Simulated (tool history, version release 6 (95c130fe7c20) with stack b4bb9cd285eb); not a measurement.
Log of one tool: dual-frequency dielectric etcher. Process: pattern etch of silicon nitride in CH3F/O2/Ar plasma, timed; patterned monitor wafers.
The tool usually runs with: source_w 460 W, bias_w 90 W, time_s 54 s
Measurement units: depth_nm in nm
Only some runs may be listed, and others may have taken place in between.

run	day	source_w	bias_w	time_s	wafers since the last listed run	hours since the last wet clean	hours since the last source power generator calibration	hours since the last bias power generator calibration	hours since the last upper electrode change	hours since the gauge calibration	read-back reference wafer on the same gauge, depth_nm	depth_nm
1	0	460	90	54	0	524.8	3872.4	2178.4	4337.9	591.9	42.45	40.42
2	0.471	460	90	54	100	536.1	3883.7	2189.7	4349.2	603.2	42.4	40.77
3	0.912	520	90	54	94	546.7	3894.3	2200.3	4359.8	613.8	42.4	43.18
4	1.475	520	90	54	120	560.2	3907.8	2213.8	4373.3	627.3	42.38	43.21
5	2.038	460	81	54	120	573.7	3921.3	2227.3	4386.8	640.8	42.41	39.5
6	2.3	460	81	54	56	580	3927.6	2233.6	4393.1	647.1	42.38	39.66
7	2.596	460	90	54	63	587.1	3934.7	2240.7	4400.2	654.2	42.43	40.81
# day 2.908: gauge calibrated
8	3.158	460	76	54	120	600.6	3948.2	2254.2	4413.7	6	42.4	38.87
# day 4.629: source power generator calibrated
# day 4.671: wet clean of the chamber
9	4.692	550	90	70	283	0.5	1.5	2291	4450.5	42.8	42.39	56.72
10	4.867	460	111	38.5	37	4.7	5.7	2295.2	4454.7	47	42.34	30.28
# day 5.171: bias power generator calibrated
11	5.192	460	90	54	33	12.5	13.5	0.5	4462.5	54.8	42.45	40.16
12	5.558	460	90	48	78	21.3	22.3	9.3	4471.3	63.6	42.37	35.62
13	6.067	410	106	40	108	33.5	34.5	21.5	4483.5	75.8	42.43	29.27
14	6.671	410	107	54	129	48	49	36	4498	90.3	42.37	39.61
15	6.946	460	68	54	58	54.6	55.6	42.6	4504.6	96.9	42.41	37.31
16	7.654	460	68	61	151	71.6	72.6	59.6	4521.6	113.9	42.44	42.44
17	8.217	460	90	54	120	85.1	86.1	73.1	4535.1	127.4	42.4	40.11
18	8.742	370	97	54	112	97.7	98.7	85.7	4547.7	140	42.39	36.45
19	9.167	460	90	54	90	107.9	108.9	95.9	4557.9	150.2	42.34	40.17
20	9.529	500	76	54	77	116.6	117.6	104.6	4566.6	158.9	42.4	40.32
# day 11.275: upper electrode replaced
21	11.708	460	90	54	251	168.9	169.9	156.9	10.4	211.2	42.42	40.31
22	12.221	460	73	54	109	181.2	182.2	169.2	22.7	223.5	42.42	37.86
23	13.05	400	90	54	177	201.1	202.1	189.1	42.6	243.4	42.39	37.29
24	13.771	460	90	41.5	153	218.4	219.4	206.4	59.9	260.7	42.41	30.92
25	14.45	350	90	68.5	145	234.7	235.7	222.7	76.2	277	42.39	44.06
26	14.821	460	75	54	79	243.6	244.6	231.6	85.1	285.9	42.42	38.57
27	15.088	460	90	54	56	250	251	238	91.5	292.3	42.41	40.32
28	15.571	460	73	60	103	261.6	262.6	249.6	103.1	303.9	42.41	42.55
29	16.283	430	90	54	152	278.7	279.7	266.7	120.2	321	42.42	38.77

Hidden state or all else? Some run-to-run changes of depth_nm, split into what the settings, what came in and random variation would give without the hidden state, and what is left for the hidden state (with any gauge scatter that isn't in both results):
Hidden conditions of the tool in this case: etch rate over this chamber's usual, %; source power that arrives over what is set, %; bias power that arrives over what is set, %; gauge reads high (%).
Run 8 -> 9: source_w 460 -> 550, bias_w 76 -> 90, time_s 54 -> 70, source power generator calibrated, wet clean of the chamber. depth_nm +17.85 nm: hidden state -0.59, all else +18.44.
Run 9 -> 10: source_w 550 -> 460, bias_w 90 -> 111, time_s 70 -> 38.5. depth_nm -26.44 nm: hidden state -0.02, all else -26.42.
Run 24 -> 25: source_w 460 -> 350, time_s 41.5 -> 68.5. depth_nm +13.14 nm: hidden state +0.09, all else +13.05.
